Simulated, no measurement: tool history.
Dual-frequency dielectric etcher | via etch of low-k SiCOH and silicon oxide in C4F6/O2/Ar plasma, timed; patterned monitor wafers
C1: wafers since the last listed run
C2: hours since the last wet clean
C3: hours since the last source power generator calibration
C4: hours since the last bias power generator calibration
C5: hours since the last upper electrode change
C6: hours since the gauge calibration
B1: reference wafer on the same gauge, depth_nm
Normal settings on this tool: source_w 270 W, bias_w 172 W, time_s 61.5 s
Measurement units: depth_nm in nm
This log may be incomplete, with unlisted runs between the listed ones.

{"run": 1, "day": 0.0, "source_w": 270, "bias_w": 172, "time_s": 61.5, "C1": 0, "C2": 0.5, "C3": 1819.2, "C4": 3556.3, "C5": 2543.3, "C6": 1343.9, "B1": 121.0, "depth_nm": 143.5}
{"run": 2, "day": 1.2, "source_w": 270, "bias_w": 172, "time_s": 61.5, "C1": 442, "C2": 29.3, "C3": 1848.0, "C4": 3585.1, "C5": 2572.1, "C6": 1372.7, "B1": 121.0, "depth_nm": 142.2}
{"run": 3, "day": 3.779, "source_w": 270, "bias_w": 172, "time_s": 61.5, "C1": 951, "C2": 91.2, "C3": 1909.9, "C4": 3647.0, "C5": 2634.0, "C6": 1434.6, "B1": 120.9, "depth_nm": 144.6}
{"run": 4, "day": 5.133, "source_w": 270, "bias_w": 172, "time_s": 61.5, "C1": 499, "C2": 123.7, "C3": 1942.4, "C4": 3679.5, "C5": 2666.5, "C6": 1467.1, "B1": 120.9, "depth_nm": 144.6}
{"run": 5, "day": 8.029, "source_w": 270, "bias_w": 172, "time_s": 61.5, "C1": 1068, "C2": 193.2, "C3": 2011.9, "C4": 3749.0, "C5": 2736.0, "C6": 1536.6, "B1": 121.1, "depth_nm": 144.9}
{"run": 6, "day": 9.083, "source_w": 270, "bias_w": 192, "time_s": 69.5, "C1": 389, "C2": 218.5, "C3": 2037.2, "C4": 3774.3, "C5": 2761.3, "C6": 1561.9, "B1": 121.1, "depth_nm": 170.0}
{"day": 11.858, "done": "upper electrode replaced"}
{"run": 7, "day": 11.879, "source_w": 320, "bias_w": 160, "time_s": 71.5, "C1": 662, "C2": 285.6, "C3": 2104.3, "C4": 3841.4, "C5": 0.5, "C6": 1629.0, "B1": 121.0, "depth_nm": 173.9}
{"run": 8, "day": 13.892, "source_w": 270, "bias_w": 172, "time_s": 61.5, "C1": 742, "C2": 333.9, "C3": 2152.6, "C4": 3889.7, "C5": 48.8, "C6": 1677.3, "B1": 121.1, "depth_nm": 145.0}
{"run": 9, "day": 16.333, "source_w": 270, "bias_w": 201, "time_s": 67.0, "C1": 901, "C2": 392.5, "C3": 2211.2, "C4": 3948.3, "C5": 107.4, "C6": 1735.9, "B1": 121.1, "depth_nm": 167.6}
{"day": 17.612, "done": "source power generator calibrated"}
{"run": 10, "day": 18.762, "source_w": 200, "bias_w": 202, "time_s": 77.0, "C1": 834, "C2": 450.8, "C3": 27.6, "C4": 4006.6, "C5": 165.7, "C6": 1794.2, "B1": 121.0, "depth_nm": 171.0}
{"run": 11, "day": 21.283, "source_w": 340, "bias_w": 215, "time_s": 47.5, "C1": 930, "C2": 511.3, "C3": 88.1, "C4": 4067.1, "C5": 226.2, "C6": 1854.7, "B1": 121.1, "depth_nm": 135.7}
{"run": 12, "day": 24.004, "source_w": 270, "bias_w": 172, "time_s": 61.5, "C1": 1004, "C2": 576.6, "C3": 153.4, "C4": 4132.4, "C5": 291.5, "C6": 1920.0, "B1": 121.0, "depth_nm": 143.3}
{"day": 26.683, "done": "wet clean of the chamber"}
{"day": 26.967, "done": "bias power generator calibrated"}
{"run": 13, "day": 26.988, "source_w": 210, "bias_w": 196, "time_s": 80.0, "C1": 670, "C2": 7.3, "C3": 225.0, "C4": 0.5, "C5": 363.1, "C6": 1991.6, "B1": 121.0, "depth_nm": 180.1}
{"day": 35.071, "done": "gauge calibrated"}
{"run": 14, "day": 35.346, "source_w": 340, "bias_w": 133, "time_s": 61.5, "C1": 3084, "C2": 207.9, "C3": 425.6, "C4": 201.1, "C5": 563.7, "C6": 6.6, "B1": 121.1, "depth_nm": 141.5}
{"run": 15, "day": 37.0, "source_w": 270, "bias_w": 204, "time_s": 61.5, "C1": 610, "C2": 247.6, "C3": 465.3, "C4": 240.8, "C5": 603.4, "C6": 46.3, "B1": 121.0, "depth_nm": 156.6}

Predict the results of run 16:
{"run": 16, "day": 38.733, "source_w": 270, "bias_w": 172, "time_s": 54.5, "C1": 639, "C2": 289.2, "C3": 506.9, "C4": 282.4, "C5": 645.0, "C6": 87.9, "B1": "?", "depth_nm": "?"}

{"run 16": {"B1": 121.0, "depth_nm": 127.0}}
With the hidden condition absent and the run-to-run variation left alone, this run would have shown depth_nm 127.0 nm.

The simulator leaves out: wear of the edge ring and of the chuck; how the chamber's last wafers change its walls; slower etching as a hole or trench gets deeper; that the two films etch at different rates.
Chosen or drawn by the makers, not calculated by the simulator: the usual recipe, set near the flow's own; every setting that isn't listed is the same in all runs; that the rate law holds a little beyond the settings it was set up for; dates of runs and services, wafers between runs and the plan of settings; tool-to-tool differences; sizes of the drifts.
